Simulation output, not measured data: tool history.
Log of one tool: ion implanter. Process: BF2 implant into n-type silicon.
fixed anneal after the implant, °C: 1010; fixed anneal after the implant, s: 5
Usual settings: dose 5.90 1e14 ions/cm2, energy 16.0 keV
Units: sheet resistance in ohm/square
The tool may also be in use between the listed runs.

run	hour	dose	energy	read-back reference wafer on the same gauge, sheet resistance	sheet resistance
1	0.0	5.90	19.5	332.91	260.12
2	67.2	5.90	19.5	333.19	256.62
3	119.3	5.90	16.0	332.81	284.00
4	146.8	5.90	16.0	332.99	280.72
5	228.2	4.95	16.0	333.05	302.68
6	254.8	4.95	16.0	333.02	300.70
7	326.2	5.90	16.0	333.01	280.65
8	499.4	5.90	16.0	333.06	278.81
9	540.3	5.22	19.5	332.73	276.27
10	570.5	5.90	13.5	333.25	300.73
11	755.8	5.90	13.5	333.03	302.33
12	825.0	5.90	16.0	332.73	279.40
13	896.1	5.90	16.0	332.83	279.04
14	944.6	5.90	16.0	333.14	281.06
15	1014.3	5.90	16.0	333.07	281.01
16	1150.9	5.90	16.0	332.47	279.68
17	1205.7	5.90	16.0	332.98	279.07
18	1270.9	5.90	16.0	332.62	276.95
19	1331.0	4.17	18.0	333.07	321.93
20	1401.9	5.07	16.0	332.94	296.88
21	1446.2	7.17	11.5	333.30	308.16
22	1472.9	6.69	19.0	333.41	246.14
23	1497.2	5.90	16.0	333.19	282.67
24	1545.2	6.54	14.0	333.15	284.84
25	1598.4	7.49	20.5	332.89	231.41
26	1640.0	4.42	12.0	333.06	354.77
27	1705.7	6.80	17.5	333.24	260.35
28	1744.1	5.90	16.0	332.96	281.30
29	1809.9	5.90	16.0	332.97	279.52
30	1836.1	4.92	18.0	332.86	292.61
31	1896.1	5.90	18.0	332.97	265.39
32	1945.0	5.07	12.5	332.61	330.87
33	1996.4	5.90	16.0	332.87	283.34
34	2055.6	5.90	16.0	333.46	280.72
35	2116.9	7.63	17.5	333.29	247.67
36	2150.4	6.66	16.0	332.93	267.93
37	2196.1	5.27	21.0	333.18	265.64

Not shown: 3 entries that the log had between the listed runs. Between which runs, and how does the tool's hidden state differ before and after?
Between runs 18 and 19: gauge calibrated (hour 1282.9)
  no hidden state differs between the two runs
Between runs 19 and 20: Faraday cup replaced and dose calibrated (hour 1380.5); extraction supply calibrated (hour 1401.4)
  no hidden state differs between the two runs

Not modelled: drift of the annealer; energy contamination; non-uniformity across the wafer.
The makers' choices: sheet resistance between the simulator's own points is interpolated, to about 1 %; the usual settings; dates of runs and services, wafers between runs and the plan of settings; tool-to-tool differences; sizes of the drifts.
